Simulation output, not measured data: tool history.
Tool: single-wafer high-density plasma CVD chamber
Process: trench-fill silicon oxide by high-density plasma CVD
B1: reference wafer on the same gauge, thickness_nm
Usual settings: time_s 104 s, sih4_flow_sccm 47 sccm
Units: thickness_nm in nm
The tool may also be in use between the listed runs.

{"run": 1, "hour": 0.0, "time_s": 104, "sih4_flow_sccm": 47, "B1": 523.444, "thickness_nm": 473.675}
{"run": 2, "hour": 10.7, "time_s": 91, "sih4_flow_sccm": 47, "B1": 523.082, "thickness_nm": 415.008}
{"run": 3, "hour": 27.1, "time_s": 104, "sih4_flow_sccm": 47, "B1": 523.428, "thickness_nm": 473.169}
{"run": 4, "hour": 35.3, "time_s": 104, "sih4_flow_sccm": 47, "B1": 523.841, "thickness_nm": 474.154}
{"run": 5, "hour": 46.6, "time_s": 92, "sih4_flow_sccm": 47, "B1": 522.901, "thickness_nm": 418.917}
{"run": 6, "hour": 61.7, "time_s": 92, "sih4_flow_sccm": 47, "B1": 523.358, "thickness_nm": 416.661}
{"run": 7, "hour": 72.3, "time_s": 98, "sih4_flow_sccm": 52, "B1": 522.919, "thickness_nm": 485.801}
{"run": 8, "hour": 82.7, "time_s": 104, "sih4_flow_sccm": 45, "B1": 522.835, "thickness_nm": 454.743}
{"run": 9, "hour": 130.9, "time_s": 104, "sih4_flow_sccm": 47, "B1": 522.834, "thickness_nm": 471.334}
{"run": 10, "hour": 146.7, "time_s": 104, "sih4_flow_sccm": 47, "B1": 522.99, "thickness_nm": 472.5}
{"run": 11, "hour": 152.9, "time_s": 104, "sih4_flow_sccm": 47, "B1": 522.876, "thickness_nm": 472.375}
{"run": 12, "hour": 166.7, "time_s": 104, "sih4_flow_sccm": 47, "B1": 523.48, "thickness_nm": 470.064}
{"run": 13, "hour": 174.1, "time_s": 104, "sih4_flow_sccm": 47, "B1": 523.181, "thickness_nm": 471.317}
{"run": 14, "hour": 184.0, "time_s": 104, "sih4_flow_sccm": 47, "B1": 523.83, "thickness_nm": 471.354}
{"run": 15, "hour": 199.6, "time_s": 104, "sih4_flow_sccm": 40, "B1": 522.988, "thickness_nm": 413.29}
{"run": 16, "hour": 205.8, "time_s": 104, "sih4_flow_sccm": 40, "B1": 522.682, "thickness_nm": 411.727}
{"hour": 206.8, "done": "gauge calibrated"}
{"run": 17, "hour": 221.6, "time_s": 104, "sih4_flow_sccm": 40, "B1": 523.393, "thickness_nm": 411.938}
{"run": 18, "hour": 236.4, "time_s": 116, "sih4_flow_sccm": 53, "B1": 522.899, "thickness_nm": 583.638}
{"run": 19, "hour": 247.7, "time_s": 97, "sih4_flow_sccm": 47, "B1": 523.37, "thickness_nm": 438.038}
{"hour": 265.3, "done": "silane flow controller replaced"}
{"run": 20, "hour": 265.8, "time_s": 104, "sih4_flow_sccm": 44, "B1": 522.881, "thickness_nm": 467.547}
{"run": 21, "hour": 272.3, "time_s": 86, "sih4_flow_sccm": 39, "B1": 522.823, "thickness_nm": 348.605}
{"run": 22, "hour": 279.4, "time_s": 84, "sih4_flow_sccm": 40, "B1": 523.02, "thickness_nm": 348.077}
{"run": 23, "hour": 288.4, "time_s": 113, "sih4_flow_sccm": 40, "B1": 523.654, "thickness_nm": 469.269}
{"run": 24, "hour": 299.3, "time_s": 117, "sih4_flow_sccm": 38, "B1": 523.005, "thickness_nm": 466.272}
{"run": 25, "hour": 315.4, "time_s": 104, "sih4_flow_sccm": 53, "B1": 522.79, "thickness_nm": 546.525}
{"run": 26, "hour": 332.8, "time_s": 104, "sih4_flow_sccm": 54, "B1": 523.026, "thickness_nm": 556.637}
{"run": 27, "hour": 347.6, "time_s": 104, "sih4_flow_sccm": 47, "B1": 522.686, "thickness_nm": 491.415}
{"run": 28, "hour": 364.4, "time_s": 124, "sih4_flow_sccm": 40, "B1": 522.495, "thickness_nm": 511.033}
{"run": 29, "hour": 382.2, "time_s": 124, "sih4_flow_sccm": 38, "B1": 522.383, "thickness_nm": 488.494}
{"run": 30, "hour": 398.2, "time_s": 104, "sih4_flow_sccm": 47, "B1": 522.578, "thickness_nm": 492.012}
{"run": 31, "hour": 406.7, "time_s": 104, "sih4_flow_sccm": 47, "B1": 523.271, "thickness_nm": 490.107}
{"run": 32, "hour": 414.7, "time_s": 112, "sih4_flow_sccm": 41, "B1": 522.666, "thickness_nm": 470.42}
{"run": 33, "hour": 425.2, "time_s": 115, "sih4_flow_sccm": 47, "B1": 522.821, "thickness_nm": 544.467}
{"run": 34, "hour": 435.6, "time_s": 90, "sih4_flow_sccm": 56, "B1": 523.184, "thickness_nm": 492.517}
{"run": 35, "hour": 449.2, "time_s": 123, "sih4_flow_sccm": 39, "B1": 522.934, "thickness_nm": 493.56}

What the log doesn't show, run by run:
gauge reads high (%): 0 in every run
H1: delivered silane flow above the setpoint (%)
run=1 H1=-6.3
run=2 H1=-6.31
run=3 H1=-6.32
run=4 H1=-6.32
run=5 H1=-6.33
run=6 H1=-6.34
run=7 H1=-6.35
run=8 H1=-6.35
run=9 H1=-6.38
run=10 H1=-6.39
run=11 H1=-6.39
run=12 H1=-6.4
run=13 H1=-6.4
run=14 H1=-6.41
run=15 H1=-6.42
run=16 H1=-6.42
run=17 H1=-6.43
run=18 H1=-6.43
run=19 H1=-6.44
run=20 H1=-0.942
run=21 H1=-1.01
run=22 H1=-1.09
run=23 H1=-1.19
run=24 H1=-1.31
run=25 H1=-1.47
run=26 H1=-1.65
run=27 H1=-1.79
run=28 H1=-1.96
run=29 H1=-2.12
run=30 H1=-2.26
run=31 H1=-2.34
run=32 H1=-2.41
run=33 H1=-2.5
run=34 H1=-2.58
run=35 H1=-2.7
